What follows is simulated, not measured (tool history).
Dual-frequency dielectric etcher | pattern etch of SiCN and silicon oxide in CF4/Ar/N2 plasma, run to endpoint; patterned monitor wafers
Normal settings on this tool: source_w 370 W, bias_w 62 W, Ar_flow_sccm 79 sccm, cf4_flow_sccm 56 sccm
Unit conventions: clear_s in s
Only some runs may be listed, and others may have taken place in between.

run	hour	source_w	bias_w	Ar_flow_sccm	cf4_flow_sccm	wafers since the last listed run	hours since the last wet clean	hours since the last source power generator calibration	hours since the last bias power generator calibration	hours since the last Ar flow controller change	hours since the last CF4 flow controller change	hours since the last upper electrode change	incoming incoming film thickness, nm	clear_s
1	0	370	62	79	56	0	472	2025	3620.4	1334.6	1823	1628.2	15.31	22.1
# hour 35.5: wet clean of the chamber
2	36	370	55	79	56	138	0.5	2061	3656.4	1370.6	1859	1664.2	15.32	23.6
3	55.3	370	55	79	56	223	19.8	2080.3	3675.7	1389.9	1878.3	1683.5	15.34	23.6
4	93.9	370	55	79	56	446	58.4	2118.9	3714.3	1428.5	1916.9	1722.1	15.34	23.7
5	136.4	370	62	79	56	491	100.9	2161.4	3756.8	1471	1959.4	1764.6	15.24	22.6
6	169.1	370	62	79	53	378	133.6	2194.1	3789.5	1503.7	1992.1	1797.3	15.42	23
7	195.5	370	62	79	56	305	160	2220.5	3815.9	1530.1	2018.5	1823.7	15.15	22.4
8	243.9	370	62	79	56	560	208.4	2268.9	3864.3	1578.5	2066.9	1872.1	15.33	22.6
9	298.7	370	62	79	56	634	263.2	2323.7	3919.1	1633.3	2121.7	1926.9	15.24	22.4
10	322.8	320	62	79	56	278	287.3	2347.8	3943.2	1657.4	2145.8	1951	15.27	25.9
# hour 354.3: upper electrode replaced
11	382.3	320	62	79	56	410	346.8	2407.3	4002.7	1716.9	2205.3	28	15.28	25.7
12	428	370	62	79	56	528	392.5	2453	4048.4	1762.6	2251	73.7	15.2	22.2
13	458.5	370	62	79	62	352	423	2483.5	4078.9	1793.1	2281.5	104.2	15.39	22.1
# hour 483.6: bias power generator calibrated
# hour 486.6: CF4 flow controller replaced
14	510.6	370	62	79	45	521	475.1	2535.6	27	1845.2	24	156.3	15.23	23
# hour 575: wet clean of the chamber
15	575.5	340	62	84	60	473	0.5	2600.5	91.9	1910.1	88.9	221.2	15.29	24.7
# hour 587.9: Ar flow controller replaced
16	588.4	450	53	65	69	79	13.4	2613.4	104.8	0.5	101.8	234.1	15.19	18.5
17	640.1	410	62	79	64	598	65.1	2665.1	156.5	52.2	153.5	285.8	15.28	20.2
18	682.6	370	62	79	56	491	107.6	2707.6	199	94.7	196	328.3	15.31	22.9
# hour 726: source power generator calibrated
19	864.5	290	72	95	64	2058	289.5	138.5	380.9	276.6	377.9	510.2	15.23	25.9
20	898.9	370	68	79	56	398	323.9	172.9	415.3	311	412.3	544.6	15.24	20.8
21	924.8	310	62	85	56	299	349.8	198.8	441.2	336.9	438.2	570.5	15.4	25.7
22	977.1	370	62	79	56	605	402.1	251.1	493.5	389.2	490.5	622.8	15.27	21.3
23	1001.7	310	49	61	42	284	426.7	275.7	518.1	413.8	515.1	647.4	15.33	27.6

What if the next run were any one of these 5? Each begins from the tool's condition after run 23:
A	1002.1	370	62	79	56	4	427.1	276.1	518.5	414.2	515.5	647.8	15.43	?
B	1002.1	350	49	89	65	4	427.1	276.1	518.5	414.2	515.5	647.8	15.43	?
C	1002.1	370	62	79	46	4	427.1	276.1	518.5	414.2	515.5	647.8	15.43	?
D	1002.1	400	51	66	65	4	427.1	276.1	518.5	414.2	515.5	647.8	15.43	?
E	1002.1	370	72	79	61	4	427.1	276.1	518.5	414.2	515.5	647.8	15.43	?

run	clear_s
A	21.7
B	24.2
C	22.4
D	20.3
E	20.5
Stripped of hidden state, with their random variation kept, the same runs would have yielded:
run	clear_s
A	22.5
B	25.1
C	23.3
D	21.1
E	21.3
